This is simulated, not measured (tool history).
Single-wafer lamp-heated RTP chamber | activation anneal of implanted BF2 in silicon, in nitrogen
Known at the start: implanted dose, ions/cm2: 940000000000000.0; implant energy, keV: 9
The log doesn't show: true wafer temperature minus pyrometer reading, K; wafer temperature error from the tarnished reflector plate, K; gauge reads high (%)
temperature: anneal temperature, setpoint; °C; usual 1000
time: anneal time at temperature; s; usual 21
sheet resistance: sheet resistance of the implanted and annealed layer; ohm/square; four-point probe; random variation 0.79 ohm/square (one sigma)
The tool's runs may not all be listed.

run	day	temperature	time	wafers since the last listed run	wafers since the last pyrometer calibration	wafers since the reflector plate was cleaned	hours since the gauge calibration	read-back reference wafer on the same gauge, sheet resistance	sheet resistance
1	0	1000	28	0	4753	6626	1744.2	231.03	212.59
2	3.233	1000	28	1279	6032	7905	1821.8	230.94	211.41
# day 5.133: reflector plate cleaned
3	6.288	1000	21	1076	7108	456	1895.1	231.09	227.93
4	10.35	978	30	1607	8715	2063	1992.6	231.08	258.11
# day 12.971: pyrometer window cleaned and pyrometer calibrated
5	13.629	978	30	1165	260	3229	2071.3	230.92	258.7
6	23.4	978	30	3865	4126	7094	2305.8	230.96	259.64
7	24.983	1000	21	626	4752	7721	2343.8	230.98	227.11
# day 26.558: reflector plate cleaned
8	27.454	1000	21	845	5598	354	2403.1	230.84	227.06
9	34.854	1000	21	2927	8526	3282	2580.7	231.43	226.5
# day 36.138: pyrometer window cleaned and pyrometer calibrated
10	37.662	1000	21	979	603	4261	2648.1	231.27	226.28
11	41.5	1000	21	1518	2122	5779	2740.2	231.6	227.12
12	49.554	1000	15	3186	5308	8966	2933.5	230.8	243.91
# day 49.733: gauge calibrated
# day 52.638: reflector plate cleaned
13	52.658	1000	21	1096	6404	7	70.2	231.05	226.08
# day 55.946: pyrometer window cleaned and pyrometer calibrated
14	55.992	1019	13	1186	18	1194	150.2	231.15	217.8
15	59.017	1000	21	1196	1215	2391	222.8	230.81	226.49
16	64.754	1012	14	2269	3485	4661	360.5	230.75	224.8
17	68.104	989	26	1325	4810	5986	440.9	230.85	239.64
# day 78.1: pyrometer window cleaned and pyrometer calibrated
# day 79.167: reflector plate cleaned
18	79.221	990	21	4134	311	21	707.7	230.65	249.78
19	83.142	1022	21	1551	1862	1573	801.8	231.04	189.74
20	86.396	983	17	1287	3149	2860	879.9	231.02	276.98
21	89.208	1000	21	1112	4262	3973	947.4	231.32	228.06

Forecast run 22:
22	97.862	1024	21	3423	7686	7397	1155.1	?	?

read-back reference wafer on the same gauge, sheet resistance: 231.36
sheet resistance: 187.84 ohm/square
Without the tool's hidden state the same run would have given sheet resistance 187.84 ohm/square.
